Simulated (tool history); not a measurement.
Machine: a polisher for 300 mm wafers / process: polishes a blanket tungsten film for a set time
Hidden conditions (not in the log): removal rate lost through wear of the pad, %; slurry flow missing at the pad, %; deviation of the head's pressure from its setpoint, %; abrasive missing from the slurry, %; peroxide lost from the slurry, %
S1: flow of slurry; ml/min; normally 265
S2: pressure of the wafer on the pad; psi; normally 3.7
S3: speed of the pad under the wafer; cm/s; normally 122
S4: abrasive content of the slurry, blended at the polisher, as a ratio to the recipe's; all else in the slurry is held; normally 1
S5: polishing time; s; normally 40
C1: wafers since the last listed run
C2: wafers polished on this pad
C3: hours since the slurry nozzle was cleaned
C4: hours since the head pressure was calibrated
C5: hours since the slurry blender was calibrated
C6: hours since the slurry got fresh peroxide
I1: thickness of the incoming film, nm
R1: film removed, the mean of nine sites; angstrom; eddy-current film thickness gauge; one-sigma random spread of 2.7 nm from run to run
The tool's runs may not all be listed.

run	hour	S1	S2	S3	S4	S5	C1	C2	C3	C4	C5	C6	I1	R1
1	0	265	3.7	122	1	47	0	6	87.9	772.5	176.4	248.6	1407	2597
2	37.2	265	3.7	122	1	47	498	504	125.1	809.7	213.6	285.8	1410	2472
3	66.4	265	3.7	122	1	47	391	896	154.3	838.9	242.8	315	1443.8	2434
# hour 72.2: slurry tank refilled with fresh slurry and peroxide
# hour 120.3: slurry blender recalibrated
4	120.8	265	4.7	122	0.9	40	688	1584	208.7	893.3	0.5	48.6	1414.1	3145
5	184.4	265	3.7	122	0.8	40	852	2436	272.3	956.9	64.1	112.2	1447.4	2391
# hour 196.9: slurry nozzle cleaned
6	227.2	265	3.7	122	0.8	40	560	2996	30.3	999.7	106.9	155	1444	2370
7	291.4	265	3.7	104	1	40	860	3856	94.5	1063.9	171.1	219.2	1446.7	2037
# hour 316.5: worn pad replaced by a new one
8	332.1	265	3.7	104	1	40	491	209	135.2	1104.6	211.8	259.9	1426.4	1921
# hour 371.6: slurry tank refilled with fresh slurry and peroxide
# hour 381.5: slurry blender recalibrated
9	385	265	3.7	104	1	40	668	878	188.1	1157.5	3.5	13.4	1449	2208
10	433.9	265	3.7	122	1	40	655	1533	237	1206.4	52.4	62.3	1416.9	2563
11	464.1	300	3.7	142	1.25	40	404	1937	267.2	1236.6	82.6	92.5	1431.2	3119
# hour 471.7: slurry nozzle cleaned
# hour 511.8: head pressure recalibrated
12	521.7	265	3.7	122	1	40	731	2669	50	9.9	140.2	150.1	1448.4	2444
13	546	300	3.7	122	1	53	325	2994	74.3	34.2	164.5	174.4	1450.1	3142
14	616.5	320	3.7	150	0.8	40	944	3939	144.8	104.7	235	244.9	1438.1	2742
# hour 653.2: worn pad replaced by a new one
# hour 655.4: slurry blender recalibrated
15	684.3	265	3.7	122	1	40	827	390	212.6	172.5	28.9	312.7	1442.5	2282
# hour 702.5: slurry tank refilled with fresh slurry and peroxide
16	747.8	265	3.7	122	1	40	837	1227	276.1	236	92.4	45.3	1426.9	2529
# hour 749.9: slurry nozzle cleaned
17	772.8	265	3.7	122	1	27	321	1549	22.9	261	117.4	70.3	1417.2	1672
18	805.2	265	4.7	138	0.75	40	434	1983	55.3	293.4	149.8	102.7	1421.1	3187
19	874.4	265	3.7	100	0.9	40	927	2910	124.5	362.6	219	171.9	1421.8	1831
20	924.5	265	3.7	122	0.9	48	671	3581	174.6	412.7	269.1	222	1428.1	2541
# hour 950: worn pad replaced by a new one
# hour 991.7: slurry blender recalibrated
21	992.2	265	3.7	122	1	40	826	538	242.3	480.4	0.5	289.7	1428.6	2244
# hour 1030.4: slurry nozzle cleaned
22	1030.9	205	4.3	122	1	49	505	1043	0.5	519.1	39.2	328.4	1444.6	2951
# hour 1035.8: slurry tank refilled with fresh slurry and peroxide
23	1064.9	220	3.7	122	1.25	40	442	1485	34.5	553.1	73.2	29.1	1418.1	2709
24	1117.1	265	3.7	122	1	31	699	2184	86.7	605.3	125.4	81.3	1436.1	1914
25	1230.2	265	3.7	122	1	35	1515	3700	199.8	718.4	238.5	194.4	1412.3	2008
# hour 1238.8: worn pad replaced by a new one
26	1258.5	235	3.7	162	0.75	31	325	264	228.1	746.7	266.8	222.7	1412.9	2130

Branching from run 26: 4 alternative next runs. What would each branch give?
A	1258.9	265	3.7	122	0.7	40	5	269	228.5	747.1	267.2	223.1	1418.7	?
B	1258.9	320	2.5	142	1	40	5	269	228.5	747.1	267.2	223.1	1418.7	?
C	1258.9	265	2.6	122	1.25	40	5	269	228.5	747.1	267.2	223.1	1418.7	?
D	1258.9	300	3.7	158	1.2	40	5	269	228.5	747.1	267.2	223.1	1418.7	?

run	R1
A	2097
B	1882
C	1721
D	3006
With the hidden condition removed and each run's random variation left untouched, the same runs would have given:
run	R1
A	2503
B	2250
C	2060
D	3597

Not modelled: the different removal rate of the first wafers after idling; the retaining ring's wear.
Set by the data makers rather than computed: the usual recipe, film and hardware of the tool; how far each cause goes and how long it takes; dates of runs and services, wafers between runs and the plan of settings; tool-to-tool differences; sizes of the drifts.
